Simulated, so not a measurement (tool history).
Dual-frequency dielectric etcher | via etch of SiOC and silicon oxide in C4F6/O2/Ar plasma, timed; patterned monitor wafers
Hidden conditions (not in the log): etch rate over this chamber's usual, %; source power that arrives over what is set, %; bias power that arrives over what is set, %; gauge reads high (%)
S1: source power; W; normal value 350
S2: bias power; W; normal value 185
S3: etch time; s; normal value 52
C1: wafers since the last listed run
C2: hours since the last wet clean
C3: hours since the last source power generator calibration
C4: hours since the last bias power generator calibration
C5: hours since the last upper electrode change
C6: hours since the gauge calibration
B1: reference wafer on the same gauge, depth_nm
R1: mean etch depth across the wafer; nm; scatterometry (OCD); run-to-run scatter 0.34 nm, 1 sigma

run 1 hour=0 | S1=390 S2=206 S3=52 | C1=0 C2=107.9 C3=2219.2 C4=919.4 C5=2465.7 C6=775 | B1=53.3 | R1=68.6
run 2 hour=49.5 | S1=390 S2=206 S3=52 | C1=739 C2=157.4 C3=2268.7 C4=968.9 C5=2515.2 C6=824.5 | B1=53.4 | R1=68.6
run 3 hour=99.1 | S1=320 S2=185 S3=48 | C1=741 C2=207 C3=2318.3 C4=1018.5 C5=2564.8 C6=874.1 | B1=53.4 | R1=57.7
run 4 hour=198.4 | S1=320 S2=185 S3=48 | C1=1483 C2=306.3 C3=2417.6 C4=1117.8 C5=2664.1 C6=973.4 | B1=53.4 | R1=58.3
run 5 hour=251.5 | S1=320 S2=185 S3=48 | C1=793 C2=359.4 C3=2470.7 C4=1170.9 C5=2717.2 C6=1026.5 | B1=53.4 | R1=58.1
run 6 hour=298.5 | S1=350 S2=185 S3=52 | C1=702 C2=406.4 C3=2517.7 C4=1217.9 C5=2764.2 C6=1073.5 | B1=53.5 | R1=65.2
-- hour=341.7 wet clean of the chamber
run 7 hour=393 | S1=350 S2=185 S3=52 | C1=1053 C2=51.3 C3=2612.2 C4=1312.4 C5=2858.7 C6=1168 | B1=53.4 | R1=64.2
run 8 hour=500.6 | S1=350 S2=185 S3=52 | C1=1607 C2=158.9 C3=2719.8 C4=1420 C5=2966.3 C6=1275.6 | B1=53.4 | R1=64.8
-- hour=550.6 bias power generator calibrated
-- hour=635.1 source power generator calibrated
run 9 hour=721.4 | S1=440 S2=185 S3=42 | C1=3179 C2=379.7 C3=86.3 C4=170.8 C5=3187.1 C6=1496.4 | B1=53.6 | R1=56.5
-- hour=752.8 gauge calibrated
-- hour=820.4 wet clean of the chamber
run 10 hour=821.9 | S1=350 S2=185 S3=52 | C1=1142 C2=1.5 C3=186.8 C4=271.3 C5=3287.6 C6=69.1 | B1=53.3 | R1=65.1
run 11 hour=866.3 | S1=350 S2=185 S3=36.5 | C1=663 C2=45.9 C3=231.2 C4=315.7 C5=3332 C6=113.5 | B1=53.3 | R1=45.3
run 12 hour=905.3 | S1=350 S2=185 S3=41.5 | C1=582 C2=84.9 C3=270.2 C4=354.7 C5=3371 C6=152.5 | B1=53.3 | R1=52.1
-- hour=973.5 upper electrode replaced
run 13 hour=974 | S1=350 S2=226 S3=52 | C1=667 C2=153.6 C3=338.9 C4=423.4 C5=0.5 C6=221.2 | B1=53.4 | R1=68.5
run 14 hour=1025.9 | S1=280 S2=163 S3=60 | C1=775 C2=205.5 C3=390.8 C4=475.3 C5=52.4 C6=273.1 | B1=53.4 | R1=67.5
run 15 hour=1103 | S1=350 S2=143 S3=52 | C1=1151 C2=282.6 C3=467.9 C4=552.4 C5=129.5 C6=350.2 | B1=53.3 | R1=60.1
run 16 hour=1291.2 | S1=350 S2=231 S3=52 | C1=2811 C2=470.8 C3=656.1 C4=740.6 C5=317.7 C6=538.4 | B1=53.6 | R1=69.2

Branching from run 16: 3 alternative next runs. What would each branch give?
run A hour=1291.6 | S1=270 S2=185 S3=52 | C1=5 C2=471.2 C3=656.5 C4=741 C5=318.1 C6=538.8 | B1=? | R1=?
run B hour=1291.6 | S1=410 S2=185 S3=52 | C1=5 C2=471.2 C3=656.5 C4=741 C5=318.1 C6=538.8 | B1=? | R1=?
run C hour=1291.6 | S1=350 S2=150 S3=42 | C1=5 C2=471.2 C3=656.5 C4=741 C5=318.1 C6=538.8 | B1=? | R1=?

run=A B1=53.5 R1=60.2
run=B B1=53.5 R1=68.4
run=C B1=53.5 R1=49.7
The same runs, with their run-to-run variation unchanged, on a tool lacking any hidden condition would have given:
run=A R1=60.2
run=B R1=68.4
run=C R1=49.7
